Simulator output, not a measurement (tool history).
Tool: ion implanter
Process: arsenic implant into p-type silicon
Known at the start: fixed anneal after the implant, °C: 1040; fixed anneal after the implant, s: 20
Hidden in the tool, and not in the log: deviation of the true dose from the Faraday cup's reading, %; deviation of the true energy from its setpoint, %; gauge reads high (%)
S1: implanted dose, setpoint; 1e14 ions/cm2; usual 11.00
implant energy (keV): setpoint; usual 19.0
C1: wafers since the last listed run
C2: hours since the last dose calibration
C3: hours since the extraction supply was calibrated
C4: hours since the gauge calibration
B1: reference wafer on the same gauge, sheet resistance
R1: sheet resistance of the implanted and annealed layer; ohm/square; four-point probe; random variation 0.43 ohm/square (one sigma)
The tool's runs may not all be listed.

run 1 hour=0.0 | S1=10.20 implant_energy_(keV)=21.0 | C1=0 C2=787.4 C3=5605.0 C4=149.7 | B1=146.06 | R1=130.24
run 2 hour=26.3 | S1=10.20 implant_energy_(keV)=21.0 | C1=841 C2=813.7 C3=5631.3 C4=176.0 | B1=145.96 | R1=130.58
run 3 hour=45.4 | S1=11.00 implant_energy_(keV)=19.0 | C1=611 C2=832.8 C3=5650.4 C4=195.1 | B1=146.03 | R1=127.03
run 4 hour=62.3 | S1=11.00 implant_energy_(keV)=19.0 | C1=541 C2=849.7 C3=5667.3 C4=212.0 | B1=146.18 | R1=125.69
run 5 hour=89.5 | S1=11.00 implant_energy_(keV)=19.0 | C1=870 C2=876.9 C3=5694.5 C4=239.2 | B1=146.07 | R1=126.31
run 6 hour=118.8 | S1=12.45 implant_energy_(keV)=15.5 | C1=937 C2=906.2 C3=5723.8 C4=268.5 | B1=146.03 | R1=120.53
run 7 hour=140.0 | S1=12.45 implant_energy_(keV)=15.5 | C1=678 C2=927.4 C3=5745.0 C4=289.7 | B1=146.04 | R1=121.03
run 8 hour=161.8 | S1=12.45 implant_energy_(keV)=15.5 | C1=697 C2=949.2 C3=5766.8 C4=311.5 | B1=145.99 | R1=120.18
run 9 hour=182.5 | S1=9.09 implant_energy_(keV)=19.0 | C1=662 C2=969.9 C3=5787.5 C4=332.2 | B1=146.03 | R1=143.48
run 10 hour=206.7 | S1=9.09 implant_energy_(keV)=19.0 | C1=774 C2=994.1 C3=5811.7 C4=356.4 | B1=145.89 | R1=143.85
run 11 hour=226.4 | S1=11.00 implant_energy_(keV)=19.0 | C1=630 C2=1013.8 C3=5831.4 C4=376.1 | B1=145.99 | R1=127.29
run 12 hour=243.5 | S1=9.72 implant_energy_(keV)=17.0 | C1=547 C2=1030.9 C3=5848.5 C4=393.2 | B1=146.14 | R1=140.53
run 13 hour=261.9 | S1=10.20 implant_energy_(keV)=21.0 | C1=589 C2=1049.3 C3=5866.9 C4=411.6 | B1=146.01 | R1=131.68
-- hour=276.2 extraction supply calibrated
run 14 hour=288.5 | S1=8.57 implant_energy_(keV)=13.0 | C1=595 C2=1075.9 C3=12.3 C4=438.2 | B1=146.08 | R1=156.98
-- hour=299.9 Faraday cup replaced and dose calibrated
run 15 hour=314.7 | S1=8.62 implant_energy_(keV)=13.5 | C1=582 C2=14.8 C3=38.5 C4=464.4 | B1=146.01 | R1=149.52
-- hour=343.1 gauge calibrated
run 16 hour=372.3 | S1=8.19 implant_energy_(keV)=25.0 | C1=1843 C2=72.4 C3=96.1 C4=29.2 | B1=146.03 | R1=145.17
run 17 hour=387.1 | S1=12.59 implant_energy_(keV)=15.0 | C1=473 C2=87.2 C3=110.9 C4=44.0 | B1=146.07 | R1=118.98
run 18 hour=433.3 | S1=11.00 implant_energy_(keV)=21.5 | C1=1478 C2=133.4 C3=157.1 C4=90.2 | B1=146.02 | R1=120.96
run 19 hour=457.9 | S1=9.62 implant_energy_(keV)=23.5 | C1=787 C2=158.0 C3=181.7 C4=114.8 | B1=146.08 | R1=131.31
run 20 hour=472.8 | S1=9.27 implant_energy_(keV)=22.0 | C1=476 C2=172.9 C3=196.6 C4=129.7 | B1=146.11 | R1=135.31
run 21 hour=568.1 | S1=8.50 implant_energy_(keV)=22.0 | C1=3050 C2=268.2 C3=291.9 C4=225.0 | B1=146.08 | R1=143.88

Forecast each of these 5 alternatives for the next run:
run A hour=568.5 | S1=11.00 implant_energy_(keV)=19.0 | C1=12 C2=268.6 C3=292.3 C4=225.4 | B1=? | R1=?
run B hour=568.5 | S1=8.38 implant_energy_(keV)=16.5 | C1=12 C2=268.6 C3=292.3 C4=225.4 | B1=? | R1=?
run C hour=568.5 | S1=9.76 implant_energy_(keV)=19.0 | C1=12 C2=268.6 C3=292.3 C4=225.4 | B1=? | R1=?
run D hour=568.5 | S1=14.17 implant_energy_(keV)=19.0 | C1=12 C2=268.6 C3=292.3 C4=225.4 | B1=? | R1=?
run E hour=568.5 | S1=11.00 implant_energy_(keV)=13.5 | C1=12 C2=268.6 C3=292.3 C4=225.4 | B1=? | R1=?

run=A B1=145.86 R1=123.26
run=B B1=145.86 R1=149.49
run=C B1=145.86 R1=132.80
run=D B1=145.86 R1=107.74
run=E B1=145.86 R1=127.83
Without the tool's hidden state the same runs would have given:
run=A R1=122.88
run=B R1=148.95
run=C R1=132.36
run=D R1=107.48
run=E R1=127.45
